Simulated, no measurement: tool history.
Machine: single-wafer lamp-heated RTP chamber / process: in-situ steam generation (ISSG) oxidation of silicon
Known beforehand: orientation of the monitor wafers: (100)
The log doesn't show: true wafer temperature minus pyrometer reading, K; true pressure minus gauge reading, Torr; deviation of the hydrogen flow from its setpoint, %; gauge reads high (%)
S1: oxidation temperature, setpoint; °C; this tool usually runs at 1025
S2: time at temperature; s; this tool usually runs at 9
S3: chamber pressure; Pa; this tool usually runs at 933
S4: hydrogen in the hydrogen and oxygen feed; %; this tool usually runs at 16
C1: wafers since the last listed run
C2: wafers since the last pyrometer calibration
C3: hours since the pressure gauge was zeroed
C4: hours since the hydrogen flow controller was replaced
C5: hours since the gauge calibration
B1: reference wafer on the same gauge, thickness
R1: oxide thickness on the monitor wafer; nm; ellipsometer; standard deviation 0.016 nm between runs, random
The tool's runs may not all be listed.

{"run": 1, "hour": 0.0, "S1": 1025, "S2": 9, "S3": 933, "S4": 16, "C1": 0, "C2": 1301, "C3": 3123.5, "C4": 1747.5, "C5": 552.1, "B1": 4.154, "R1": 4.173}
{"run": 2, "hour": 68.1, "S1": 1025, "S2": 9, "S3": 933, "S4": 16, "C1": 950, "C2": 2251, "C3": 3191.6, "C4": 1815.6, "C5": 620.2, "B1": 4.154, "R1": 4.23}
{"run": 3, "hour": 122.9, "S1": 1025, "S2": 9, "S3": 933, "S4": 16, "C1": 765, "C2": 3016, "C3": 3246.4, "C4": 1870.4, "C5": 675.0, "B1": 4.152, "R1": 4.232}
{"run": 4, "hour": 193.5, "S1": 1025, "S2": 12, "S3": 933, "S4": 16, "C1": 985, "C2": 4002, "C3": 3317.0, "C4": 1941.0, "C5": 745.6, "B1": 4.149, "R1": 4.893}
{"run": 5, "hour": 240.2, "S1": 1025, "S2": 9, "S3": 933, "S4": 11, "C1": 652, "C2": 4654, "C3": 3363.7, "C4": 1987.7, "C5": 792.3, "B1": 4.148, "R1": 3.916}
{"run": 6, "hour": 289.5, "S1": 1025, "S2": 9, "S3": 933, "S4": 11, "C1": 688, "C2": 5342, "C3": 3413.0, "C4": 2037.0, "C5": 841.6, "B1": 4.159, "R1": 3.918}
{"run": 7, "hour": 342.5, "S1": 1025, "S2": 9, "S3": 933, "S4": 11, "C1": 739, "C2": 6082, "C3": 3466.0, "C4": 2090.0, "C5": 894.6, "B1": 4.154, "R1": 3.895}
{"run": 8, "hour": 375.4, "S1": 1025, "S2": 9, "S3": 933, "S4": 12, "C1": 459, "C2": 6542, "C3": 3498.9, "C4": 2122.9, "C5": 927.5, "B1": 4.148, "R1": 3.996}
{"run": 9, "hour": 417.2, "S1": 1025, "S2": 9, "S3": 933, "S4": 12, "C1": 583, "C2": 7125, "C3": 3540.7, "C4": 2164.7, "C5": 969.3, "B1": 4.149, "R1": 3.98}
{"run": 10, "hour": 474.7, "S1": 1025, "S2": 8, "S3": 933, "S4": 19, "C1": 802, "C2": 7928, "C3": 3598.2, "C4": 2222.2, "C5": 1026.8, "B1": 4.147, "R1": 4.232}
{"hour": 485.2, "done": "pressure gauge zeroed"}
{"hour": 501.3, "done": "pyrometer window cleaned and pyrometer calibrated"}
{"run": 11, "hour": 505.1, "S1": 1025, "S2": 8, "S3": 933, "S4": 19, "C1": 201, "C2": 52, "C3": 19.9, "C4": 2252.6, "C5": 1057.2, "B1": 4.148, "R1": 4.141}
{"hour": 520.5, "done": "gauge calibrated"}
{"run": 12, "hour": 576.8, "S1": 1025, "S2": 8, "S3": 933, "S4": 19, "C1": 1001, "C2": 1053, "C3": 91.6, "C4": 2324.3, "C5": 56.3, "B1": 4.148, "R1": 4.184}
{"run": 13, "hour": 602.8, "S1": 1025, "S2": 9, "S3": 933, "S4": 14, "C1": 362, "C2": 1416, "C3": 117.6, "C4": 2350.3, "C5": 82.3, "B1": 4.146, "R1": 4.083}
{"run": 14, "hour": 631.0, "S1": 1034, "S2": 6, "S3": 920, "S4": 11, "C1": 393, "C2": 1810, "C3": 145.8, "C4": 2378.5, "C5": 110.5, "B1": 4.151, "R1": 3.27}
{"run": 15, "hour": 676.8, "S1": 1025, "S2": 9, "S3": 1067, "S4": 16, "C1": 639, "C2": 2449, "C3": 191.6, "C4": 2424.3, "C5": 156.3, "B1": 4.154, "R1": 4.286}
{"run": 16, "hour": 731.1, "S1": 1025, "S2": 10, "S3": 1093, "S4": 19, "C1": 758, "C2": 3207, "C3": 245.9, "C4": 2478.6, "C5": 210.6, "B1": 4.161, "R1": 4.667}
{"run": 17, "hour": 790.6, "S1": 1032, "S2": 6, "S3": 1013, "S4": 25, "C1": 830, "C2": 4038, "C3": 305.4, "C4": 2538.1, "C5": 270.1, "B1": 4.148, "R1": 4.159}
{"run": 18, "hour": 857.1, "S1": 1025, "S2": 12, "S3": 920, "S4": 24, "C1": 928, "C2": 4966, "C3": 371.9, "C4": 2604.6, "C5": 336.6, "B1": 4.15, "R1": 5.448}
{"run": 19, "hour": 903.0, "S1": 1032, "S2": 12, "S3": 933, "S4": 16, "C1": 640, "C2": 5607, "C3": 417.8, "C4": 2650.5, "C5": 382.5, "B1": 4.153, "R1": 5.114}
{"hour": 934.2, "done": "hydrogen flow controller replaced"}
{"run": 20, "hour": 968.1, "S1": 1025, "S2": 9, "S3": 920, "S4": 19, "C1": 797, "C2": 6404, "C3": 482.9, "C4": 33.9, "C5": 447.6, "B1": 4.145, "R1": 4.507}
{"run": 21, "hour": 996.5, "S1": 1010, "S2": 8, "S3": 933, "S4": 11, "C1": 396, "C2": 6801, "C3": 511.3, "C4": 62.3, "C5": 476.0, "B1": 4.146, "R1": 3.52}
{"hour": 1049.5, "done": "pyrometer window cleaned and pyrometer calibrated"}
{"run": 22, "hour": 1055.3, "S1": 1013, "S2": 12, "S3": 933, "S4": 21, "C1": 709, "C2": 81, "C3": 570.1, "C4": 121.1, "C5": 534.8, "B1": 4.15, "R1": 4.824}
{"run": 23, "hour": 1086.5, "S1": 1025, "S2": 5, "S3": 933, "S4": 26, "C1": 435, "C2": 516, "C3": 601.3, "C4": 152.3, "C5": 566.0, "B1": 4.15, "R1": 3.689}
{"run": 24, "hour": 1123.9, "S1": 1015, "S2": 9, "S3": 933, "S4": 16, "C1": 522, "C2": 1038, "C3": 638.7, "C4": 189.7, "C5": 603.4, "B1": 4.153, "R1": 4.019}
{"run": 25, "hour": 1170.8, "S1": 1025, "S2": 9, "S3": 987, "S4": 16, "C1": 654, "C2": 1693, "C3": 685.6, "C4": 236.6, "C5": 650.3, "B1": 4.157, "R1": 4.206}
{"run": 26, "hour": 1225.0, "S1": 1025, "S2": 9, "S3": 933, "S4": 16, "C1": 756, "C2": 2450, "C3": 739.8, "C4": 290.8, "C5": 704.5, "B1": 4.139, "R1": 4.224}
{"run": 27, "hour": 1265.8, "S1": 1043, "S2": 9, "S3": 933, "S4": 22, "C1": 569, "C2": 3020, "C3": 780.6, "C4": 331.6, "C5": 745.3, "B1": 4.15, "R1": 4.975}
{"run": 28, "hour": 1296.3, "S1": 1025, "S2": 9, "S3": 933, "S4": 16, "C1": 425, "C2": 3445, "C3": 811.1, "C4": 362.1, "C5": 775.8, "B1": 4.147, "R1": 4.258}
{"run": 29, "hour": 1362.4, "S1": 1025, "S2": 9, "S3": 933, "S4": 11, "C1": 922, "C2": 4368, "C3": 877.2, "C4": 428.2, "C5": 841.9, "B1": 4.157, "R1": 3.902}
{"run": 30, "hour": 1427.7, "S1": 1025, "S2": 9, "S3": 933, "S4": 16, "C1": 911, "C2": 5280, "C3": 942.5, "C4": 493.5, "C5": 907.2, "B1": 4.157, "R1": 4.256}

Some steps in R1 between neighbouring runs. How much of each would the tool show without its hidden state too (settings, what came in, random variation), and how much is left for the hidden state, with any gauge scatter that isn't in both results?
Run 10 -> 11: pressure gauge zeroed, pyrometer window cleaned and pyrometer calibrated. R1 -0.091 nm: hidden state -0.131, all else +0.040.
Run 17 -> 18: S1 1032 -> 1025, S2 6 -> 12, S3 1013 -> 920, S4 25 -> 24. R1 +1.289 nm: hidden state +0.099, all else +1.190.
Run 21 -> 22: S1 1010 -> 1013, S2 8 -> 12, S4 11 -> 21, pyrometer window cleaned and pyrometer calibrated. R1 +1.304 nm: hidden state -0.117, all else +1.421.
Run 22 -> 23: S1 1013 -> 1025, S2 12 -> 5, S4 21 -> 26. R1 -1.135 nm: hidden state +0.010, all else -1.145.

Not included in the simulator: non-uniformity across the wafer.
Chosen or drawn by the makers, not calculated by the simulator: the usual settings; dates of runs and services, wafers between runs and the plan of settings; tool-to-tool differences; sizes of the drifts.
